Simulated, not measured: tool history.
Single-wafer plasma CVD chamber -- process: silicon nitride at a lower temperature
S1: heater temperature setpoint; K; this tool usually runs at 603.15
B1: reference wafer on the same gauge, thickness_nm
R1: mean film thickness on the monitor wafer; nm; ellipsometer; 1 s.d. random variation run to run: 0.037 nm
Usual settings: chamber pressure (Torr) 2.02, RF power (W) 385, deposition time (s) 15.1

run 1 hour=0.0 | S1=603.15 chamber_pressure_(Torr)=2.02 RF_power_(W)=365 deposition_time_(s)=15.1 | B1=27.383 | R1=23.945
-- hour=11.3 gauge calibrated
run 2 hour=33.8 | S1=603.15 chamber_pressure_(Torr)=2.02 RF_power_(W)=365 deposition_time_(s)=15.1 | B1=27.403 | R1=23.940
run 3 hour=51.8 | S1=603.15 chamber_pressure_(Torr)=2.02 RF_power_(W)=385 deposition_time_(s)=17.1 | B1=27.390 | R1=27.624
run 4 hour=73.4 | S1=603.15 chamber_pressure_(Torr)=2.02 RF_power_(W)=385 deposition_time_(s)=17.1 | B1=27.416 | R1=27.583
run 5 hour=101.8 | S1=603.15 chamber_pressure_(Torr)=2.02 RF_power_(W)=385 deposition_time_(s)=17.1 | B1=27.401 | R1=27.518
run 6 hour=124.1 | S1=603.15 chamber_pressure_(Torr)=2.02 RF_power_(W)=385 deposition_time_(s)=15.1 | B1=27.401 | R1=24.307
run 7 hour=138.5 | S1=603.15 chamber_pressure_(Torr)=2.02 RF_power_(W)=385 deposition_time_(s)=15.1 | B1=27.413 | R1=24.296
run 8 hour=163.9 | S1=603.15 chamber_pressure_(Torr)=2.02 RF_power_(W)=385 deposition_time_(s)=15.1 | B1=27.392 | R1=24.356
-- hour=201.0 capacitance manometer re-zeroed and calibrated
run 9 hour=201.5 | S1=603.15 chamber_pressure_(Torr)=2.02 RF_power_(W)=385 deposition_time_(s)=15.1 | B1=27.400 | R1=24.332
-- hour=217.6 RF generator calibrated
run 10 hour=233.5 | S1=603.15 chamber_pressure_(Torr)=1.66 RF_power_(W)=420 deposition_time_(s)=16.1 | B1=27.393 | R1=26.059
run 11 hour=262.7 | S1=608.15 chamber_pressure_(Torr)=1.61 RF_power_(W)=325 deposition_time_(s)=15.1 | B1=27.410 | R1=22.092
run 12 hour=293.9 | S1=603.15 chamber_pressure_(Torr)=2.02 RF_power_(W)=385 deposition_time_(s)=15.1 | B1=27.414 | R1=24.662
-- hour=311.7 gauge calibrated
-- hour=319.7 showerhead replaced
run 13 hour=320.2 | S1=603.15 chamber_pressure_(Torr)=2.02 RF_power_(W)=385 deposition_time_(s)=15.1 | B1=27.384 | R1=24.667
run 14 hour=345.6 | S1=603.15 chamber_pressure_(Torr)=2.02 RF_power_(W)=385 deposition_time_(s)=15.1 | B1=27.397 | R1=24.656
-- hour=383.0 thermocouple changed; heater temperature recalibrated
run 15 hour=383.5 | S1=611.15 chamber_pressure_(Torr)=1.84 RF_power_(W)=460 deposition_time_(s)=14.1 | B1=27.403 | R1=23.869
run 16 hour=402.3 | S1=603.15 chamber_pressure_(Torr)=1.76 RF_power_(W)=385 deposition_time_(s)=15.1 | B1=27.391 | R1=23.797
run 17 hour=437.9 | S1=603.15 chamber_pressure_(Torr)=2.02 RF_power_(W)=385 deposition_time_(s)=17.1 | B1=27.394 | R1=27.790
run 18 hour=463.2 | S1=603.15 chamber_pressure_(Torr)=2.02 RF_power_(W)=420 deposition_time_(s)=15.1 | B1=27.409 | R1=25.251

What does the tool deliver on the next run?
run 19 hour=487.3 | S1=597.15 chamber_pressure_(Torr)=2.45 RF_power_(W)=425 deposition_time_(s)=17.0 | B1=? | R1=?

Run 19 yielded B1 27.404, R1 29.827 nm.
Minus the tool's unlogged condition, the same run would have read R1 30.166 nm.
